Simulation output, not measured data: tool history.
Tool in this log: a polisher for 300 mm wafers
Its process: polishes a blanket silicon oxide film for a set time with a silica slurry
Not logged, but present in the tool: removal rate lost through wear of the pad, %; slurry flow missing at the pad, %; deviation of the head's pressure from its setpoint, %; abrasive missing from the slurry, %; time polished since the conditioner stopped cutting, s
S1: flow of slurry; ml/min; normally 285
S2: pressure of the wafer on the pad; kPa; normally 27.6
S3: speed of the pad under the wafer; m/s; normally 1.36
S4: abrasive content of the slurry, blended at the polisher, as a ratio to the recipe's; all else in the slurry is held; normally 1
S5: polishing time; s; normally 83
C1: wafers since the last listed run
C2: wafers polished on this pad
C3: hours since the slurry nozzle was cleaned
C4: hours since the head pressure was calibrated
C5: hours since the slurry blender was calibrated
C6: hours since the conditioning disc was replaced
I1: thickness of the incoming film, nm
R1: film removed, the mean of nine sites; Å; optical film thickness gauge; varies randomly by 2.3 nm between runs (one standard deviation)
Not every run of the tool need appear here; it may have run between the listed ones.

| run | hour | S1 | S2 | S3 | S4 | S5 | C1 | C2 | C3 | C4 | C5 | C6 | I1 | R1 |
|---|---|---|---|---|---|---|---|---|---|---|---|---|---|---|
| 1 | 0 | 330 | 27.6 | 1.36 | 1 | 83 | 0 | 1069 | 180.1 | 285.3 | 117.1 | 151.4 | 1662.1 | 2776 |
|  | 18.6 | worn pad replaced by a new one |
| 2 | 63.2 | 285 | 27.6 | 1.24 | 1 | 90 | 455 | 343 | 243.3 | 348.5 | 180.3 | 214.6 | 1659.9 | 2770 |
|  | 69.9 | conditioning disc replaced and pad reconditioned |
|  | 89.3 | slurry blender recalibrated |
| 3 | 133.9 | 285 | 27.6 | 1.24 | 1 | 90 | 512 | 855 | 314 | 419.2 | 44.6 | 64 | 1663 | 2814 |
|  | 183 | worn pad replaced by a new one |
| 4 | 188.9 | 285 | 27.6 | 1.24 | 1 | 90 | 392 | 45 | 369 | 474.2 | 99.6 | 119 | 1702.5 | 2756 |
| 5 | 238.4 | 285 | 27.6 | 1.36 | 1 | 83 | 380 | 425 | 418.5 | 523.7 | 149.1 | 168.5 | 1658.5 | 2746 |
|  | 247.6 | conditioning disc replaced and pad reconditioned |
|  | 296.3 | slurry blender recalibrated |
| 6 | 329.6 | 285 | 27.6 | 1.36 | 1 | 83 | 670 | 1096 | 509.7 | 614.9 | 33.3 | 82 | 1694.6 | 2489 |
|  | 358.6 | worn pad replaced by a new one |
|  | 378.6 | head pressure recalibrated |
| 7 | 382.7 | 285 | 27.6 | 1.36 | 1 | 83 | 362 | 169 | 562.8 | 4.1 | 86.4 | 135.1 | 1653 | 2511 |
| 8 | 443 | 285 | 27.6 | 1.36 | 1 | 83 | 463 | 633 | 623.1 | 64.4 | 146.7 | 195.4 | 1663.1 | 2501 |
|  | 456.6 | slurry blender recalibrated |
|  | 461.9 | conditioning disc replaced and pad reconditioned, repeated, since the last time left the tool worse |
|  | 513.2 | worn pad replaced by a new one |
| 9 | 546.9 | 385 | 20.7 | 1.84 | 1 | 83 | 737 | 259 | 727 | 168.3 | 90.3 | 85 | 1662.8 | 2566 |
|  | 561.8 | slurry nozzle cleaned |
|  | 620.8 | slurry blender recalibrated |
|  | 639.2 | conditioning disc replaced and pad reconditioned |
| 10 | 661.8 | 200 | 23.4 | 1.04 | 1 | 90 | 844 | 1103 | 100 | 283.2 | 41 | 22.6 | 1688.2 | 2103 |
|  | 677.4 | worn pad replaced by a new one |
| 11 | 754.3 | 285 | 27.6 | 1.1 | 1.2 | 83 | 680 | 590 | 192.5 | 375.7 | 133.5 | 115.1 | 1677.6 | 2541 |
| 12 | 800.5 | 285 | 27.6 | 1.36 | 1 | 110 | 355 | 946 | 238.7 | 421.9 | 179.7 | 161.3 | 1677.9 | 3622 |
|  | 825.2 | slurry blender recalibrated |
|  | 847.5 | conditioning disc replaced and pad reconditioned |
| 13 | 869.4 | 285 | 27.6 | 1.36 | 0.9 | 83 | 498 | 1444 | 307.6 | 490.8 | 44.2 | 21.9 | 1664.3 | 2683 |
|  | 877.2 | worn pad replaced by a new one |
| 14 | 905.5 | 285 | 33.8 | 1.22 | 0.75 | 109 | 246 | 217 | 343.7 | 526.9 | 80.3 | 58 | 1705.9 | 3612 |

What if the next run were any one of these 4? Each begins from the tool's condition after run 14:
| A | 906 | 285 | 27.6 | 1.36 | 1 | 83 | 3 | 221 | 344.2 | 527.4 | 80.8 | 58.5 | 1647.5 | ? |
| B | 906 | 285 | 22.8 | 1.36 | 1 | 83 | 3 | 221 | 344.2 | 527.4 | 80.8 | 58.5 | 1647.5 | ? |
| C | 906 | 285 | 27.6 | 1.02 | 0.75 | 83 | 3 | 221 | 344.2 | 527.4 | 80.8 | 58.5 | 1647.5 | ? |
| D | 906 | 315 | 27.6 | 1.06 | 1 | 83 | 3 | 221 | 344.2 | 527.4 | 80.8 | 58.5 | 1647.5 | ? |

| run | R1 |
|---|---|
| A | 2747 |
| B | 2280 |
| C | 2024 |
| D | 2370 |
Without the tool's unlogged condition, the same runs would have read:
| run | R1 |
|---|---|
| A | 2846 |
| B | 2348 |
| C | 2083 |
| D | 2440 |
